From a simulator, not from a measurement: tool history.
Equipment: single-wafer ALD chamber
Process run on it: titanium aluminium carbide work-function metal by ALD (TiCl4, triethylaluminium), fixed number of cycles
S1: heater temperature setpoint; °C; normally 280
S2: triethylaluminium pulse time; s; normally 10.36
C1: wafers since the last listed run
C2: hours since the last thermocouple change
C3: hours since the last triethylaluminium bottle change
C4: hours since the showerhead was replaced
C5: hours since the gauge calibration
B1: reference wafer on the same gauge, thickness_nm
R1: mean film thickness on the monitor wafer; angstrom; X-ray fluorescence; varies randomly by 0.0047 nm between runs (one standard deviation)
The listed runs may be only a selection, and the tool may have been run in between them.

Run 1, hour 0.0: usual settings but S1 288 °C; C1 0; C2 1250.2; C3 636.5; C4 5243.9; C5 1173.7; B1 1.631. Result: R1 19.23 angstrom.
Run 2, hour 60.4: usual settings but S1 288 °C; C1 424; C2 1310.6; C3 696.9; C4 5304.3; C5 1234.1; B1 1.631. Result: R1 19.29 angstrom.
Run 3, hour 84.9: usual settings but S2 8.82 s; C1 172; C2 1335.1; C3 721.4; C4 5328.8; C5 1258.6; B1 1.630. Result: R1 17.83 angstrom.
Run 4, hour 136.8: usual settings but S2 8.82 s; C1 364; C2 1387.0; C3 773.3; C4 5380.7; C5 1310.5; B1 1.629. Result: R1 17.87 angstrom.
Run 5, hour 172.0: usual settings; C1 247; C2 1422.2; C3 808.5; C4 5415.9; C5 1345.7; B1 1.630. Result: R1 18.41 angstrom.
Run 6, hour 211.3: usual settings; C1 276; C2 1461.5; C3 847.8; C4 5455.2; C5 1385.0; B1 1.629. Result: R1 18.45 angstrom.
Run 7, hour 240.9: usual settings; C1 208; C2 1491.1; C3 877.4; C4 5484.8; C5 1414.6; B1 1.630. Result: R1 18.42 angstrom.
Run 8, hour 308.5: usual settings; C1 475; C2 1558.7; C3 945.0; C4 5552.4; C5 1482.2; B1 1.630. Result: R1 18.38 angstrom.
Run 9, hour 379.7: usual settings; C1 500; C2 1629.9; C3 1016.2; C4 5623.6; C5 1553.4; B1 1.630. Result: R1 18.36 angstrom.
Run 10, hour 441.9: usual settings; C1 437; C2 1692.1; C3 1078.4; C4 5685.8; C5 1615.6; B1 1.631. Result: R1 18.48 angstrom.
Run 11, hour 487.6: usual settings but S1 294 °C, S2 6.90 s; C1 321; C2 1737.8; C3 1124.1; C4 5731.5; C5 1661.3; B1 1.629. Result: R1 17.62 angstrom.
At hour 521.7: gauge calibrated.
Run 12, hour 553.6: usual settings but S1 290 °C, S2 13.40 s; C1 464; C2 1803.8; C3 1190.1; C4 5797.5; C5 31.9; B1 1.631. Result: R1 19.91 angstrom.
Run 13, hour 623.7: usual settings but S1 266 °C, S2 13.20 s; C1 492; C2 1873.9; C3 1260.2; C4 5867.6; C5 102.0; B1 1.632. Result: R1 17.52 angstrom.
At hour 665.0: triethylaluminium bottle replaced.
Run 14, hour 665.5: usual settings; C1 237; C2 1915.7; C3 0.5; C4 5909.4; C5 143.8; B1 1.630. Result: R1 18.63 angstrom.
Run 15, hour 708.5: usual settings but S1 291 °C, S2 11.73 s; C1 302; C2 1958.7; C3 43.5; C4 5952.4; C5 186.8; B1 1.630. Result: R1 20.01 angstrom.
Run 16, hour 749.5: usual settings; C1 288; C2 1999.7; C3 84.5; C4 5993.4; C5 227.8; B1 1.630. Result: R1 18.61 angstrom.
Run 17, hour 933.6: usual settings but S1 268 °C; C1 1294; C2 2183.8; C3 268.6; C4 6177.5; C5 411.9; B1 1.630. Result: R1 17.37 angstrom.
Run 18, hour 982.2: usual settings but S1 269 °C, S2 7.81 s; C1 341; C2 2232.4; C3 317.2; C4 6226.1; C5 460.5; B1 1.631. Result: R1 16.32 angstrom.
Run 19, hour 1035.8: usual settings; C1 376; C2 2286.0; C3 370.8; C4 6279.7; C5 514.1; B1 1.629. Result: R1 18.58 angstrom.
Run 20, hour 1102.6: usual settings but S1 292 °C; C1 469; C2 2352.8; C3 437.6; C4 6346.5; C5 580.9; B1 1.629. Result: R1 19.67 angstrom.
Run 21, hour 1145.4: usual settings; C1 300; C2 2395.6; C3 480.4; C4 6389.3; C5 623.7; B1 1.630. Result: R1 18.53 angstrom.
Run 22, hour 1196.9: usual settings but S1 266 °C, S2 13.20 s; C1 362; C2 2447.1; C3 531.9; C4 6440.8; C5 675.2; B1 1.629. Result: R1 17.59 angstrom.
Run 23, hour 1246.9: usual settings but S1 291 °C, S2 12.17 s; C1 351; C2 2497.1; C3 581.9; C4 6490.8; C5 725.2; B1 1.629. Result: R1 19.99 angstrom.
At hour 1276.7: thermocouple changed; heater temperature recalibrated.
At hour 1366.9: showerhead replaced.
Run 24, hour 1434.5: usual settings but S1 271 °C; C1 1206; C2 157.8; C3 769.5; C4 67.6; C5 912.8; B1 1.630. Result: R1 17.51 angstrom.
Run 25, hour 1477.2: usual settings; C1 300; C2 200.5; C3 812.2; C4 110.3; C5 955.5; B1 1.629. Result: R1 18.42 angstrom.
Run 26, hour 1524.7: usual settings but S1 292 °C, S2 11.88 s; C1 333; C2 248.0; C3 859.7; C4 157.8; C5 1003.0; B1 1.630. Result: R1 19.98 angstrom.
Run 27, hour 1556.1: usual settings but S1 294 °C; C1 220; C2 279.4; C3 891.1; C4 189.2; C5 1034.4; B1 1.630. Result: R1 19.78 angstrom.
Run 28, hour 1620.3: usual settings but S1 270 °C, S2 8.37 s; C1 451; C2 343.6; C3 955.3; C4 253.4; C5 1098.6; B1 1.631. Result: R1 16.67 angstrom.
Run 29, hour 1667.4: usual settings but S2 13.74 s; C1 331; C2 390.7; C3 1002.4; C4 300.5; C5 1145.7; B1 1.630. Result: R1 19.06 angstrom.
Run 30, hour 1719.5: usual settings but S1 270 °C, S2 8.76 s; C1 366; C2 442.8; C3 1054.5; C4 352.6; C5 1197.8; B1 1.631. Result: R1 16.84 angstrom.
Run 31, hour 1774.7: usual settings but S2 8.56 s; C1 388; C2 498.0; C3 1109.7; C4 407.8; C5 1253.0; B1 1.629. Result: R1 17.63 angstrom.
Run 32, hour 1830.9: usual settings; C1 395; C2 554.2; C3 1165.9; C4 464.0; C5 1309.2; B1 1.630. Result: R1 18.37 angstrom.
Run 33, hour 1878.5: usual settings but S1 293 °C; C1 334; C2 601.8; C3 1213.5; C4 511.6; C5 1356.8; B1 1.630. Result: R1 19.62 angstrom.

4 ways to go on from here, each from the tool as it stands after run 33. What would each give?
Run A, hour 1878.9: usual settings; C1 2; C2 602.2; C3 1213.9; C4 512.0; C5 1357.2; B1 ?. Result: R1 ?.
Run B, hour 1878.9: usual settings but S1 273 °C, S2 11.46 s; C1 2; C2 602.2; C3 1213.9; C4 512.0; C5 1357.2; B1 ?. Result: R1 ?.
Run C, hour 1878.9: usual settings but S1 284 °C, S2 9.30 s; C1 2; C2 602.2; C3 1213.9; C4 512.0; C5 1357.2; B1 ?. Result: R1 ?.
Run D, hour 1878.9: usual settings but S2 13.28 s; C1 2; C2 602.2; C3 1213.9; C4 512.0; C5 1357.2; B1 ?. Result: R1 ?.

run     B1     R1
  A  1.631  18.32
  B  1.631  17.90
  C  1.631  18.32
  D  1.631  18.85
Without the tool's unlogged condition, the same runs would have read:
run     R1
  A  18.59
  B  18.09
  C  18.68
  D  18.97
